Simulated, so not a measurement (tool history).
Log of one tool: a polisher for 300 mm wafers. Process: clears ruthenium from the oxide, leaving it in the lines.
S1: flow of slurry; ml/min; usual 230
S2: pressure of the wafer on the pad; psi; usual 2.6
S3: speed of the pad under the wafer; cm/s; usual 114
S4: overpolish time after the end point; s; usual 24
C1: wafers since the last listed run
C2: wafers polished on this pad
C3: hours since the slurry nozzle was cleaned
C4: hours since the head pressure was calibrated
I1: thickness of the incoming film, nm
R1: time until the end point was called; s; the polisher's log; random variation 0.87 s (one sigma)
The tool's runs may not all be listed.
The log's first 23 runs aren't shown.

-- day=11.929 worn pad replaced by a new one
-- day=12.704 slurry nozzle cleaned
run 24 day=13.688 | S1=230 S2=2.6 S3=114 S4=24 | C1=376 C2=320 C3=23.6 C4=202.1 | I1=90 | R1=54.6
run 25 day=14.392 | S1=230 S2=2.3 S3=114 S4=24 | C1=131 C2=452 C3=40.5 C4=219 | I1=89.7 | R1=63.7
run 26 day=15.133 | S1=155 S2=1.8 S3=126 S4=36 | C1=138 C2=590 C3=58.3 C4=236.8 | I1=91.6 | R1=81.4
run 27 day=15.496 | S1=230 S2=2 S3=88 S4=14 | C1=67 C2=658 C3=67 C4=245.5 | I1=90.8 | R1=90.6
run 28 day=16.196 | S1=310 S2=2.6 S3=114 S4=24 | C1=130 C2=789 C3=83.8 C4=262.3 | I1=89.1 | R1=52.9
-- day=16.483 worn pad replaced by a new one
run 29 day=16.688 | S1=230 S2=2.6 S3=114 S4=17 | C1=60 C2=37 C3=95.6 C4=274.1 | I1=89.3 | R1=55.6
run 30 day=17.271 | S1=230 S2=3.4 S3=114 S4=24 | C1=108 C2=146 C3=109.6 C4=288.1 | I1=88 | R1=41.4
run 31 day=17.85 | S1=230 S2=2.6 S3=114 S4=28 | C1=108 C2=254 C3=123.5 C4=302 | I1=90.1 | R1=56.3
run 32 day=18.258 | S1=265 S2=2.3 S3=114 S4=19 | C1=76 C2=331 C3=133.3 C4=311.8 | I1=90 | R1=63.1
run 33 day=18.908 | S1=180 S2=2.2 S3=114 S4=24 | C1=121 C2=452 C3=148.9 C4=327.4 | I1=89.1 | R1=67.7
run 34 day=19.65 | S1=295 S2=3 S3=114 S4=16 | C1=138 C2=591 C3=166.7 C4=345.2 | I1=90.9 | R1=49.2
run 35 day=20.292 | S1=250 S2=1.9 S3=94 S4=10 | C1=119 C2=711 C3=182.1 C4=360.6 | I1=90.2 | R1=88.7
run 36 day=20.954 | S1=255 S2=2 S3=132 S4=31 | C1=123 C2=834 C3=198 C4=376.5 | I1=88.8 | R1=65.5
run 37 day=21.333 | S1=230 S2=2.2 S3=114 S4=24 | C1=70 C2=905 C3=207.1 C4=385.6 | I1=90.9 | R1=67.9

4 ways to go on from here, each from the tool as it stands after run 37. What would each give?
run A day=21.35 | S1=230 S2=2.6 S3=114 S4=24 | C1=3 C2=908 C3=207.5 C4=386 | I1=91 | R1=?
run B day=21.35 | S1=180 S2=2.9 S3=98 S4=24 | C1=3 C2=908 C3=207.5 C4=386 | I1=91 | R1=?
run C day=21.35 | S1=230 S2=2.6 S3=114 S4=10 | C1=3 C2=908 C3=207.5 C4=386 | I1=91 | R1=?
run D day=21.35 | S1=255 S2=2.1 S3=82 S4=14 | C1=3 C2=908 C3=207.5 C4=386 | I1=91 | R1=?

run=A R1=57.4
run=B R1=59.5
run=C R1=57.4
run=D R1=88.4
Without the tool's hidden state the same runs would have given:
run=A R1=56.5
run=B R1=58.6
run=C R1=56.5
run=D R1=87.1
